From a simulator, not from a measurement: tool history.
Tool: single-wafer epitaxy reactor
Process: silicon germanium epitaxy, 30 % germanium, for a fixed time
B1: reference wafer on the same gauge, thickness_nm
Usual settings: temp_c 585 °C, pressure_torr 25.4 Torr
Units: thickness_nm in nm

{"run": 1, "hour": 0.0, "temp_c": 585, "pressure_torr": 25.4, "B1": 57.121, "thickness_nm": 57.036}
{"run": 2, "hour": 42.0, "temp_c": 585, "pressure_torr": 25.4, "B1": 57.115, "thickness_nm": 57.108}
{"run": 3, "hour": 127.7, "temp_c": 585, "pressure_torr": 25.4, "B1": 57.073, "thickness_nm": 56.986}
{"run": 4, "hour": 203.5, "temp_c": 585, "pressure_torr": 25.4, "B1": 57.065, "thickness_nm": 58.142}
{"run": 5, "hour": 296.1, "temp_c": 585, "pressure_torr": 25.4, "B1": 57.013, "thickness_nm": 57.007}
{"run": 6, "hour": 384.3, "temp_c": 585, "pressure_torr": 25.4, "B1": 57.151, "thickness_nm": 57.602}
{"run": 7, "hour": 457.7, "temp_c": 585, "pressure_torr": 25.4, "B1": 57.162, "thickness_nm": 57.869}
{"run": 8, "hour": 507.1, "temp_c": 589, "pressure_torr": 22.5, "B1": 57.133, "thickness_nm": 60.29}
{"hour": 523.1, "done": "pyrometer calibrated"}
{"run": 9, "hour": 593.1, "temp_c": 595, "pressure_torr": 25.4, "B1": 57.132, "thickness_nm": 66.729}
{"run": 10, "hour": 647.0, "temp_c": 574, "pressure_torr": 22.8, "B1": 57.088, "thickness_nm": 40.715}
{"hour": 669.7, "done": "showerhead replaced"}
{"run": 11, "hour": 688.5, "temp_c": 585, "pressure_torr": 25.4, "B1": 57.083, "thickness_nm": 53.47}
{"hour": 725.9, "done": "capacitance manometer re-zeroed and calibrated"}
{"hour": 741.5, "done": "gauge calibrated"}
{"run": 12, "hour": 766.3, "temp_c": 585, "pressure_torr": 25.4, "B1": 57.042, "thickness_nm": 54.04}
{"run": 13, "hour": 868.1, "temp_c": 585, "pressure_torr": 28.9, "B1": 57.163, "thickness_nm": 55.7}
{"run": 14, "hour": 1112.6, "temp_c": 585, "pressure_torr": 21.8, "B1": 57.103, "thickness_nm": 52.72}

Some steps in thickness_nm between neighbouring runs. How much of each would the tool show without its hidden state too (settings, what came in, random variation), and how much is left for the hidden state, with any gauge scatter that isn't in both results?
The hidden state here: wafer temperature above the value expected at the setpoint (K); true pressure above the setpoint (%); gauge reads high (%).
Run 8 -> 9: temp_c 589 -> 595, pressure_torr 22.5 -> 25.4, pyrometer calibrated. thickness_nm +6.439 nm: hidden state -4.465, all else +10.904.
Run 9 -> 10: temp_c 595 -> 574, pressure_torr 25.4 -> 22.8. thickness_nm -26.014 nm: hidden state +0.173, all else -26.187.
